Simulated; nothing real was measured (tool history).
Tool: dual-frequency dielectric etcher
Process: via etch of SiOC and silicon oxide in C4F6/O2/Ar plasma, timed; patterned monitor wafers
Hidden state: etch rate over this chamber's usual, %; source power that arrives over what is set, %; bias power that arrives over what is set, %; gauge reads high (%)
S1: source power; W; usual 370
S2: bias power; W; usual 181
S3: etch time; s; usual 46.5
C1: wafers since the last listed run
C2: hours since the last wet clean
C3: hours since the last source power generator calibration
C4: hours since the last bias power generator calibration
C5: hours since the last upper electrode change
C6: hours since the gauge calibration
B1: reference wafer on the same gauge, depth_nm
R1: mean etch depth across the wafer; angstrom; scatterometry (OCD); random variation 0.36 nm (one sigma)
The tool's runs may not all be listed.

run,hour,S1,S2,S3,C1,C2,C3,C4,C5,C6,B1,R1
1,0.0,310,181,38.0,0,67.1,1909.3,4178.8,4919.6,387.0,50.2,418
2,33.3,310,181,38.0,303,100.4,1942.6,4212.1,4952.9,420.3,50.2,419
3,51.5,310,181,38.0,166,118.6,1960.8,4230.3,4971.1,438.5,50.4,424
4,72.1,370,181,38.5,187,139.2,1981.4,4250.9,4991.7,459.1,50.3,452
5,84.6,370,181,38.5,114,151.7,1993.9,4263.4,5004.2,471.6,50.4,455
6,107.8,370,181,46.5,211,174.9,2017.1,4286.6,5027.4,494.8,50.4,548
7,136.1,370,181,46.5,258,203.2,2045.4,4314.9,5055.7,523.1,50.4,548
8,164.8,370,181,46.5,261,231.9,2074.1,4343.6,5084.4,551.8,50.6,543
9,179.9,370,181,46.5,137,247.0,2089.2,4358.7,5099.5,566.9,50.5,550
10,198.0,370,172,46.5,165,265.1,2107.3,4376.8,5117.6,585.0,50.7,540
# hour 231.8: bias power generator calibrated
11,236.7,370,172,46.5,316,303.8,2146.0,4.9,5156.3,623.7,50.7,543
# hour 239.8: gauge calibrated
12,255.8,370,201,46.5,174,322.9,2165.1,24.0,5175.4,16.0,49.2,556
# hour 268.2: source power generator calibrated
# hour 308.9: wet clean of the chamber
# hour 322.2: upper electrode replaced
13,322.7,370,181,46.5,233,13.8,54.5,90.9,0.5,82.9,49.3,540
14,323.0,430,193,56.5,2,14.1,54.8,91.2,0.8,83.2,49.3,693
15,323.3,440,225,46.5,2,14.4,55.1,91.5,1.1,83.5,49.3,613
16,348.3,370,204,57.5,228,39.4,80.1,116.5,26.1,108.5,49.4,691
17,368.7,290,181,41.0,186,59.8,100.5,136.9,46.5,128.9,49.4,438
18,381.0,390,181,56.5,112,72.1,112.8,149.2,58.8,141.2,49.5,658
19,405.3,370,181,46.5,221,96.4,137.1,173.5,83.1,165.5,49.6,541
20,424.0,370,142,46.5,170,115.1,155.8,192.2,101.8,184.2,49.6,508
21,466.2,280,181,58.5,385,157.3,198.0,234.4,144.0,226.4,49.7,620
22,496.9,440,181,46.5,280,188.0,228.7,265.1,174.7,257.1,49.7,575
23,510.8,370,181,46.5,126,201.9,242.6,279.0,188.6,271.0,49.7,543
24,536.4,430,205,51.0,233,227.5,268.2,304.6,214.2,296.6,49.9,653
25,565.7,310,181,46.5,267,256.8,297.5,333.9,243.5,325.9,49.8,513

What the log doesn't show, run by run:
etch rate over this chamber's usual, %: 0 in every run
source power that arrives over what is set, %: 0 in every run
bias power that arrives over what is set, %: 0 in every run
H1: gauge reads high (%)
run,H1
1,1.82
2,1.95
3,2.02
4,2.1
5,2.15
6,2.25
7,2.36
8,2.48
9,2.54
10,2.61
11,2.76
12,-0.12
13,0.148
14,0.149
15,0.15
16,0.25
17,0.332
18,0.381
19,0.478
20,0.553
21,0.722
22,0.845
23,0.9
24,1
25,1.12
